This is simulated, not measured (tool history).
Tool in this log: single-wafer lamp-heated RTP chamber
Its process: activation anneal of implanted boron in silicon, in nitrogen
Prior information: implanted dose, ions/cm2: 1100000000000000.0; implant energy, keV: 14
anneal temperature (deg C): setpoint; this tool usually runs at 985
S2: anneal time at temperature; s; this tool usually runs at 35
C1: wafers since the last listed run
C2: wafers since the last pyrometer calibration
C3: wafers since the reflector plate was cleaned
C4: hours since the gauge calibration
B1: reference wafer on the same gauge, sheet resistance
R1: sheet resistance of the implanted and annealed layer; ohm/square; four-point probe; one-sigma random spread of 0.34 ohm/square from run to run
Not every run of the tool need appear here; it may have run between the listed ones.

Run 1, hour 0.0: usual settings; C1 0; C2 6432; C3 8475; C4 359.3; B1 121.88. Result: R1 125.15 ohm/square.
Run 2, hour 9.1: usual settings; C1 79; C2 6512; C3 8555; C4 368.4; B1 121.96. Result: R1 125.13 ohm/square.
Run 3, hour 20.3: usual settings but S2 29 s; C1 97; C2 6609; C3 8652; C4 379.6; B1 122.04. Result: R1 126.22 ohm/square.
Run 4, hour 32.6: usual settings but S2 29 s; C1 107; C2 6717; C3 8760; C4 391.9; B1 121.97. Result: R1 126.38 ohm/square.
Run 5, hour 40.3: usual settings; C1 67; C2 6784; C3 8827; C4 399.6; B1 122.07. Result: R1 125.46 ohm/square.
Run 6, hour 54.7: usual settings; C1 125; C2 6910; C3 8953; C4 414.0; B1 122.04. Result: R1 124.47 ohm/square.
Run 7, hour 70.9: usual settings; C1 141; C2 7051; C3 9094; C4 430.2; B1 122.08. Result: R1 125.43 ohm/square.
Run 8, hour 88.5: usual settings but anneal temperature (deg C) 968; C1 153; C2 7205; C3 9248; C4 447.8; B1 121.95. Result: R1 136.13 ohm/square.
Run 9, hour 104.6: usual settings but anneal temperature (deg C) 968; C1 140; C2 7346; C3 9389; C4 463.9; B1 121.91. Result: R1 136.32 ohm/square.
Run 10, hour 115.2: usual settings but anneal temperature (deg C) 968; C1 92; C2 7438; C3 9481; C4 474.5; B1 122.11. Result: R1 136.10 ohm/square.
Run 11, hour 123.3: usual settings; C1 70; C2 7509; C3 9552; C4 482.6; B1 121.98. Result: R1 125.24 ohm/square.
Run 12, hour 129.9: usual settings; C1 57; C2 7567; C3 9610; C4 489.2; B1 121.98. Result: R1 125.12 ohm/square.
At hour 138.9: pyrometer window cleaned and pyrometer calibrated.
Run 13, hour 139.4: usual settings but anneal temperature (deg C) 999; C1 13; C2 4; C3 9623; C4 498.7; B1 122.01. Result: R1 120.26 ohm/square.
At hour 155.3: reflector plate cleaned.
Run 14, hour 181.1: usual settings but anneal temperature (deg C) 1009, S2 24 s; C1 294; C2 298; C3 225; C4 540.4; B1 122.02. Result: R1 118.90 ohm/square.
Run 15, hour 194.9: usual settings but anneal temperature (deg C) 1009, S2 24 s; C1 120; C2 418; C3 345; C4 554.2; B1 121.99. Result: R1 118.75 ohm/square.
Run 16, hour 210.4: usual settings but S2 19 s; C1 135; C2 554; C3 480; C4 569.7; B1 121.92. Result: R1 129.21 ohm/square.
Run 17, hour 217.5: usual settings but S2 19 s; C1 62; C2 616; C3 542; C4 576.8; B1 121.97. Result: R1 128.83 ohm/square.
At hour 226.3: gauge calibrated.
Run 18, hour 229.6: usual settings but anneal temperature (deg C) 976, S2 22 s; C1 105; C2 722; C3 648; C4 3.3; B1 122.09. Result: R1 134.19 ohm/square.
Run 19, hour 246.5: usual settings but anneal temperature (deg C) 1009, S2 24 s; C1 147; C2 869; C3 796; C4 20.2; B1 122.03. Result: R1 118.70 ohm/square.
Run 20, hour 264.5: usual settings but anneal temperature (deg C) 1002, S2 20 s; C1 157; C2 1026; C3 953; C4 38.2; B1 122.05. Result: R1 121.43 ohm/square.
Run 21, hour 282.1: usual settings but S2 18 s; C1 153; C2 1180; C3 1107; C4 55.8; B1 122.04. Result: R1 129.71 ohm/square.
Run 22, hour 299.5: usual settings but anneal temperature (deg C) 1012, S2 29 s; C1 151; C2 1332; C3 1259; C4 73.2; B1 121.98. Result: R1 117.40 ohm/square.
Run 23, hour 308.9: usual settings but anneal temperature (deg C) 958, S2 19 s; C1 82; C2 1414; C3 1341; C4 82.6; B1 121.89. Result: R1 157.15 ohm/square.
Run 24, hour 320.2: usual settings but anneal temperature (deg C) 971, S2 40 s; C1 98; C2 1513; C3 1439; C4 93.9; B1 122.04. Result: R1 132.78 ohm/square.
Run 25, hour 335.4: usual settings but anneal temperature (deg C) 972; C1 132; C2 1646; C3 1572; C4 109.1; B1 121.93. Result: R1 132.92 ohm/square.
Run 26, hour 376.6: usual settings but anneal temperature (deg C) 966, S2 28 s; C1 359; C2 2005; C3 1932; C4 150.3; B1 122.00. Result: R1 140.86 ohm/square.
Run 27, hour 383.3: usual settings; C1 58; C2 2064; C3 1990; C4 157.0; B1 122.08. Result: R1 124.84 ohm/square.
Run 28, hour 415.6: usual settings but anneal temperature (deg C) 965, S2 41 s; C1 282; C2 2346; C3 2273; C4 189.3; B1 122.09. Result: R1 136.79 ohm/square.
Run 29, hour 429.0: usual settings but anneal temperature (deg C) 1002, S2 55 s; C1 117; C2 2463; C3 2390; C4 202.7; B1 122.05. Result: R1 117.40 ohm/square.
Run 30, hour 436.6: usual settings but anneal temperature (deg C) 998; C1 66; C2 2529; C3 2456; C4 210.3; B1 122.10. Result: R1 119.91 ohm/square.
Run 31, hour 443.7: usual settings but anneal temperature (deg C) 956, S2 42 s; C1 62; C2 2591; C3 2518; C4 217.4; B1 121.89. Result: R1 146.37 ohm/square.
Run 32, hour 452.9: usual settings but anneal temperature (deg C) 971, S2 28 s; C1 80; C2 2672; C3 2598; C4 226.6; B1 121.92. Result: R1 135.91 ohm/square.
Run 33, hour 461.6: usual settings; C1 75; C2 2748; C3 2674; C4 235.3; B1 122.00. Result: R1 125.04 ohm/square.
Run 34, hour 473.3: usual settings but anneal temperature (deg C) 997, S2 46 s; C1 102; C2 2850; C3 2776; C4 247.0; B1 121.93. Result: R1 119.28 ohm/square.
Run 35, hour 487.9: usual settings but anneal temperature (deg C) 994, S2 50 s; C1 127; C2 2977; C3 2904; C4 261.6; B1 122.07. Result: R1 120.71 ohm/square.
Run 36, hour 493.9: usual settings; C1 52; C2 3030; C3 2956; C4 267.6; B1 122.05. Result: R1 125.13 ohm/square.
Run 37, hour 505.9: usual settings but anneal temperature (deg C) 1013, S2 46 s; C1 104; C2 3135; C3 3061; C4 279.6; B1 122.03. Result: R1 115.59 ohm/square.
Run 38, hour 522.2: usual settings but anneal temperature (deg C) 968; C1 142; C2 3277; C3 3204; C4 295.9; B1 121.93. Result: R1 136.87 ohm/square.

What was the tool's hidden state at every run in the log?
true wafer temperature minus pyrometer reading, K: 0 in every run
wafer temperature error from the tarnished reflector plate, K: 0 in every run
gauge reads high (%): 0 in every run
